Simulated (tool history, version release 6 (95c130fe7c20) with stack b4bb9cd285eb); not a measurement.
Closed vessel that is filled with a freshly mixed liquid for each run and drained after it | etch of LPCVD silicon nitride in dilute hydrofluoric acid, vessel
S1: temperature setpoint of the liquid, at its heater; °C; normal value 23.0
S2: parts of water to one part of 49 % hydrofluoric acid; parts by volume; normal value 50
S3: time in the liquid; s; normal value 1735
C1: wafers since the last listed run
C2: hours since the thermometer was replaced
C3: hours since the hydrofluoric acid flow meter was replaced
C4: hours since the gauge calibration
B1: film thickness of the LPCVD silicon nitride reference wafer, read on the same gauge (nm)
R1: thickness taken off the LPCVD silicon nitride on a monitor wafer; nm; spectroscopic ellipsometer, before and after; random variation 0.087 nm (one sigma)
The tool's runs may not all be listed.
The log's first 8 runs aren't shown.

run   hour    S1  S2    S3    C1     C2      C3     C4      B1     R1
  9   89.2  23.0  40  1130   466  546.6  1357.2  230.1  130.00  13.78
 10  102.1  23.0  40  1130   505  559.5  1370.1  243.0  130.00  13.81
 11  110.4  23.0  50  1735   325  567.8  1378.4  251.3  130.00  17.13
 12  124.8  23.0  50  1735   563  582.2  1392.8  265.7  129.99  17.09
 13  142.7  23.0  50  1735   701  600.1  1410.7  283.6  129.98  17.13
 14  153.1  23.0  50  1735   407  610.5  1421.1  294.0  129.98  17.14
     153.7  -- gauge calibrated
 15  164.0  23.0  50  1735   426  621.4  1432.0   10.3  130.00  17.36
 16  190.3  23.0  50  1735  1030  647.7  1458.3   36.6  130.02  17.43
 17  200.1  27.5  70  1735   383  657.5  1468.1   46.4  130.01  16.69
 18  212.8  18.5  30  1105   497  670.2  1480.8   59.1  130.01  13.41
 19  228.2  27.0  65  2510   603  685.6  1496.2   74.5  129.99  25.48
 20  244.4  19.0  25  2140   634  701.8  1512.4   90.7  130.02  32.22
     249.7  -- hydrofluoric acid flow meter replaced
 21  256.7  26.0  35  2295   442  714.1     7.0  103.0  130.01  39.77
 22  264.2  25.5  50  1735   293  721.6    14.5  110.5  129.99  20.64
 23  279.9  23.0  35  1190   614  737.3    30.2  126.2  130.00  17.07
     295.0  -- thermometer replaced
 24  306.2  23.0  50  2765   990   11.2    56.5  152.5  130.01  24.80
 25  317.7  23.0  50  1735   450   22.7    68.0  164.0  130.03  15.54
 26  330.4  23.0  50  1735   497   35.4    80.7  176.7  129.99  15.57
 27  341.5  21.0  50  2620   434   46.5    91.8  187.8  129.99  20.42
 28  348.7  23.0  50  1735   281   53.7    99.0  195.0  130.01  15.48
 29  356.4  23.0  50  1735   301   61.4   106.7  202.7  129.99  15.60
 30  369.4  25.0  65   990   509   74.4   119.7  215.7  130.01   7.94
 31  375.5  24.5  25  1205   238   80.5   125.8  221.8  129.99  23.72
 32  392.0  21.0  50  2620   646   97.0   142.3  238.3  129.99  20.82

Predict each of these 4 candidate next runs independently; none follows another, all start after run 32:
  A  393.1  26.0  50  1735  43  98.1  143.4  239.4   ?   ?
  B  393.1  18.5  50  1040  43  98.1  143.4  239.4   ?   ?
  C  393.1  19.5  50  2505  43  98.1  143.4  239.4   ?   ?
  D  393.1  23.0  50   965  43  98.1  143.4  239.4   ?   ?

run      B1     R1
  A  130.00  19.39
  B  130.00   6.97
  C  130.00  18.00
  D  130.00   8.82
What these runs would have given with no unlogged condition in the tool:
run     R1
  A  19.07
  B   6.85
  C  17.69
  D   8.67

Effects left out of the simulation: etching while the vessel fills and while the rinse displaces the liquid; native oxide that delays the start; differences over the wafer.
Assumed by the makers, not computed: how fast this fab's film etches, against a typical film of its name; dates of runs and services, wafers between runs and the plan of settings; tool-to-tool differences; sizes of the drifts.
